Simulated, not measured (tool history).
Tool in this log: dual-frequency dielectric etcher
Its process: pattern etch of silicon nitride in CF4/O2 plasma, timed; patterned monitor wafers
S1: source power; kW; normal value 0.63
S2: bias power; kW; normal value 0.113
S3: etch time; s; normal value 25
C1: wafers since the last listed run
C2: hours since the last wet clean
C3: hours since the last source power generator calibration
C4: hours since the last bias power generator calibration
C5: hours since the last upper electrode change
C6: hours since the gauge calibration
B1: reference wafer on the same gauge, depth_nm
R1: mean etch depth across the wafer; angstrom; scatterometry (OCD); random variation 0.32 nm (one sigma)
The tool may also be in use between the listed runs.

run    hour    S1     S2    S3    C1     C2      C3      C4      C5      C6    B1   R1
  1       0  0.63  0.113    25     0    456  2497.7  1754.2  1237.4      60  49.2  531
  2   103.6  0.63  0.113    25  2320  559.6  2601.3  1857.8    1341   163.6  49.1  532
      192.6  -- wet clean of the chamber
  3   203.4  0.68  0.113  27.5  1697   10.8  2701.1  1957.6  1440.8   263.4  49.1  662
  4   271.8  0.68  0.113  27.5  1532   79.2  2769.5    2026  1509.2   331.8  49.1  658
  5   355.3  0.63  0.113    25  1870  162.7    2853  2109.5  1592.7   415.3    49  541
  6   511.1  0.63  0.113    25  3489  318.5  3008.8  2265.3  1748.5   571.1    49  539
  7   596.5  0.63  0.113    25  1912  403.9  3094.2  2350.7  1833.9   656.5    49  533
  8   703.1  0.63  0.113    25  2387  510.5  3200.8  2457.3  1940.5   763.1  49.2  534
  9   755.5  0.63  0.113    25  1173  562.9  3253.2  2509.7  1992.9   815.5  49.1  525
      805.7  -- source power generator calibrated
        821  -- wet clean of the chamber
 10   821.5  0.63  0.093    25  1046    0.5    15.8  2575.7  2058.9   881.5  49.1  508
 11   853.5  0.63  0.113    25   716   32.5    47.8  2607.7  2090.9   913.5  49.2  552
 12   893.8  0.63  0.113    25   902   72.8    88.1    2648  2131.2   953.8  49.1  548
      998.3  -- upper electrode replaced, of another model than before
 13   998.8  0.63  0.113    25  1814  177.8   193.1    2753     0.5  1058.8  49.1  542
 14  1060.4  0.63  0.113    25  1379  239.4   254.7  2814.6    62.1  1120.4  49.1  540
 15  1126.6  0.63  0.137    25  1482  305.6   320.9  2880.8   128.3  1186.6    49  569
     1169.3  -- gauge calibrated
 16  1221.9  0.76  0.133  19.5  2134  400.9   416.2  2976.1   223.6    52.6    49  583
     1309.3  -- bias power generator calibrated
     1396.9  -- wet clean of the chamber
 17  1461.9  0.63  0.125    25  4748     65   656.2   152.6   463.6   292.6  49.1  565
 18  1500.2  0.73  0.113    25   857  103.3   694.5   190.9   501.9   330.9  49.2  694
 19    1582  0.63  0.104    25  1832  185.1   776.3   272.7   583.7   412.7  49.1  533
 20  1720.6   0.7  0.138  29.5  3104  323.7   914.9   411.3   722.3   551.3  49.2  813
 21  1799.8  0.63  0.113    25  1774  402.9   994.1   490.5   801.5   630.5  49.1  537
 22  1868.9   0.7  0.101    27  1547    472  1063.2   559.6   870.6   699.6  49.1  657
     1953.9  -- wet clean of the chamber
 23  1972.1  0.63   0.13    25  1774   18.2  1166.4   662.8   973.8   802.8    49  583
 24    2039  0.63  0.113    25  1498   85.1  1233.3   729.7  1040.7   869.7  49.2  553
 25  2143.7  0.63  0.113    25  2345  189.8    1338   834.4  1145.4   974.4  49.1  547

Per-run results on a tool with no hidden state, each run keeping its own random variation:
Hidden conditions of the tool in this case: etch rate over this chamber's usual, %; source power that arrives over what is set, %; bias power that arrives over what is set, %; gauge reads high (%).
run   R1
  1  555
  2  561
  3  663
  4  663
  5  550
  6  555
  7  553
  8  559
  9  552
 10  512
 11  557
 12  555
 13  554
 14  555
 15  588
 16  607
 17  569
 18  700
 19  541
 20  836
 21  557
 22  684
 23  581
 24  554
 25  553

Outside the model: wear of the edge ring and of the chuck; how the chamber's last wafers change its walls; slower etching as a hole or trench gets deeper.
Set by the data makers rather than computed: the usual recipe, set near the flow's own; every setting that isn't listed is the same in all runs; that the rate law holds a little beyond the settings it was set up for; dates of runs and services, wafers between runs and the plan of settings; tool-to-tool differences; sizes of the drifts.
